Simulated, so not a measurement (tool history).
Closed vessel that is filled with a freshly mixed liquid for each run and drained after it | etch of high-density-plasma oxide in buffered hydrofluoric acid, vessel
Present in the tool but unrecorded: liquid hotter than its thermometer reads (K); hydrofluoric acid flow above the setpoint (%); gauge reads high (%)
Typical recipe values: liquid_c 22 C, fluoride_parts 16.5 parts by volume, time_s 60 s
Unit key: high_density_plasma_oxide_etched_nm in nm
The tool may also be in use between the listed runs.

run   hour  liquid_c  fluoride_parts  time_s  wafers since the last listed run  hours since the thermometer was replaced  hours since the hydrofluoric acid flow meter was replaced  hours since the gauge calibration  read-back film thickness of the high-density-plasma oxide reference wafer, read on the same gauge (nm)  high_density_plasma_oxide_etched_nm
  1    0.0        22            16.5      60                                 0                                    1068.1                                                      858.9                              191.5                                                                                                  109.98                                48.65
  2   14.2        22            16.5      60                              1583                                    1082.3                                                      873.1                              205.7                                                                                                  110.00                                48.51
  3   29.4        22            16.5      60                              1694                                    1097.5                                                      888.3                              220.9                                                                                                  109.98                                48.27
  4   52.7        22            21.5      60                              2597                                    1120.8                                                      911.6                              244.2                                                                                                  109.98                                37.14
  5   72.8        22            21.5      60                              2241                                    1140.9                                                      931.7                              264.3                                                                                                  110.00                                37.49
  6   85.5        22            21.5      60                              1416                                    1153.6                                                      944.4                              277.0                                                                                                  110.01                                37.34
  7  104.8        22            16.5      60                              2151                                    1172.9                                                      963.7                              296.3                                                                                                  110.01                                48.53
     105.3  -- gauge calibrated
  8  117.3        22            16.5      60                              1393                                    1185.4                                                      976.2                               12.0                                                                                                  110.00                                48.77
  9  135.3        20            13.0      60                              2006                                    1203.4                                                      994.2                               30.0                                                                                                  110.01                                55.04
     136.7  -- thermometer replaced
 10  156.2        22            16.5      60                              2218                                      19.5                                                     1015.1                               50.9                                                                                                  110.01                                49.52
 11  169.8        17            19.0      95                              1516                                      33.1                                                     1028.7                               64.5                                                                                                  110.03                                51.45
     179.7  -- hydrofluoric acid flow meter replaced
 12  201.3        26            16.5      30                              3400                                      64.6                                                       21.6                               96.0                                                                                                  109.98                                27.94
 13  219.7        18            19.0      60                              2051                                      83.0                                                       40.0                              114.4                                                                                                  110.02                                31.16
 14  250.5        22            18.5      75                              3434                                     113.8                                                       70.8                              145.2                                                                                                  109.99                                50.28

Had the tool no unlogged condition, and each run kept its random variation, what would the results have been?
run  high_density_plasma_oxide_etched_nm
  1                                44.44
  2                                44.26
  3                                43.98
  4                                34.49
  5                                34.74
  6                                34.56
  7                                43.90
  8                                44.06
  9                                49.66
 10                                44.57
 11                                46.23
 12                                27.40
 13                                30.49
 14                                49.06

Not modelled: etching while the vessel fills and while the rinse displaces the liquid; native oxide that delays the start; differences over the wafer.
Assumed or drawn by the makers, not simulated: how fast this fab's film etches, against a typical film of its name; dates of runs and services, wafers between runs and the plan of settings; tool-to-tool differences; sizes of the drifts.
